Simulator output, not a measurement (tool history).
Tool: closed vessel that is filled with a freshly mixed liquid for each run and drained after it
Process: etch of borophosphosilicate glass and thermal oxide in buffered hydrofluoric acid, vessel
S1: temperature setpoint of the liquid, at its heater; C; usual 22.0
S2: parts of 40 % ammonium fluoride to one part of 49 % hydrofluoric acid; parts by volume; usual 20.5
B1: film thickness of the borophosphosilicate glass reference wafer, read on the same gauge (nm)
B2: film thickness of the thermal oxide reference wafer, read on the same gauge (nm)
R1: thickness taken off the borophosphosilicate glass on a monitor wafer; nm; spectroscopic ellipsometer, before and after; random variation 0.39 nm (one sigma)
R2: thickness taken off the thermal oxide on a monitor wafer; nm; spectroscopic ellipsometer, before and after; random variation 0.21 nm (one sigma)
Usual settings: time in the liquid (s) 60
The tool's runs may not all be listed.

Run 1, day 0.000: usual settings; B1 99.95; B2 130.01. Result: R1 54.86 nm, R2 31.21 nm.
Run 2, day 2.646: usual settings but S1 18.0 C, S2 27.5 parts by volume, time in the liquid (s) 30; B1 100.04; B2 130.00. Result: R1 18.11 nm, R2 10.26 nm.
Run 3, day 5.092: usual settings but S1 20.0 C, S2 14.5 parts by volume, time in the liquid (s) 50; B1 99.95; B2 130.01. Result: R1 57.58 nm, R2 32.38 nm.
Run 4, day 9.062: usual settings but S1 26.5 C, S2 14.5 parts by volume; B1 100.03; B2 130.01. Result: R1 98.00 nm, R2 55.39 nm.
Run 5, day 10.208: usual settings but S1 26.5 C, S2 22.5 parts by volume; B1 99.98; B2 129.99. Result: R1 66.32 nm, R2 37.66 nm.
Run 6, day 12.142: usual settings; B1 100.00; B2 129.99. Result: R1 55.32 nm, R2 30.86 nm.
At day 13.204: hydrofluoric acid flow meter replaced.
Run 7, day 13.379: usual settings but S1 27.0 C, S2 18.0 parts by volume; B1 100.02; B2 130.00. Result: R1 81.46 nm, R2 46.06 nm.
Run 8, day 15.017: usual settings but S1 26.5 C, S2 17.0 parts by volume, time in the liquid (s) 80; B1 100.04; B2 130.00. Result: R1 111.80 nm, R2 63.30 nm.
Run 9, day 16.833: usual settings but S1 20.5 C, S2 13.0 parts by volume, time in the liquid (s) 40; B1 99.98; B2 130.00. Result: R1 52.69 nm, R2 29.87 nm.
Run 10, day 19.400: usual settings; B1 99.95; B2 129.98. Result: R1 54.84 nm, R2 31.37 nm.
Run 11, day 21.796: usual settings but S1 25.0 C, S2 28.0 parts by volume, time in the liquid (s) 30; B1 99.97; B2 130.01. Result: R1 26.17 nm, R2 14.87 nm.
Run 12, day 24.025: usual settings; B1 100.02; B2 130.00. Result: R1 55.36 nm, R2 31.31 nm.
Run 13, day 26.196: usual settings but S1 24.5 C, S2 27.5 parts by volume; B1 99.98; B2 129.99. Result: R1 50.87 nm, R2 29.67 nm.
Run 14, day 30.417: usual settings; B1 99.94; B2 130.03. Result: R1 54.60 nm, R2 31.17 nm.
Run 15, day 33.050: usual settings but S1 17.5 C, time in the liquid (s) 35; B1 100.00; B2 130.00. Result: R1 25.10 nm, R2 14.14 nm.
Run 16, day 34.329: usual settings but S1 19.5 C, S2 24.0 parts by volume, time in the liquid (s) 85; B1 99.99; B2 130.05. Result: R1 60.60 nm, R2 34.37 nm.
Run 17, day 36.371: usual settings; B1 100.01; B2 130.02. Result: R1 55.44 nm, R2 31.20 nm.
Run 18, day 37.546: usual settings but S1 17.5 C, time in the liquid (s) 35; B1 99.99; B2 130.01. Result: R1 25.24 nm, R2 14.03 nm.
Run 19, day 43.267: usual settings but S1 17.5 C, S2 26.0 parts by volume, time in the liquid (s) 85; B1 100.03; B2 130.00. Result: R1 52.30 nm, R2 29.14 nm.
Run 20, day 45.221: usual settings but S2 14.5 parts by volume; B1 99.98; B2 130.03. Result: R1 77.60 nm, R2 43.77 nm.
Run 21, day 46.550: usual settings but S1 27.0 C; B1 99.97; B2 130.02. Result: R1 72.38 nm, R2 41.62 nm.
Run 22, day 49.525: usual settings; B1 100.00; B2 129.99. Result: R1 54.54 nm, R2 31.06 nm.
Run 23, day 50.938: usual settings but S1 23.5 C, S2 24.5 parts by volume; B1 99.96; B2 130.02. Result: R1 52.77 nm, R2 29.99 nm.
Run 24, day 52.342: usual settings; B1 99.96; B2 130.01. Result: R1 54.83 nm, R2 31.51 nm.

Run 25 comes next. What will it give?
Run 25, day 54.917: usual settings but S1 24.0 C, S2 14.0 parts by volume; B1 ?; B2 ?. Result: R1 ?, R2 ?.

B1: 100.05
B2: 130.01
R1: 88.00 nm
R2: 51.07 nm
Without the tool's hidden state the same run would have given R1 88.00 nm, R2 51.07 nm.
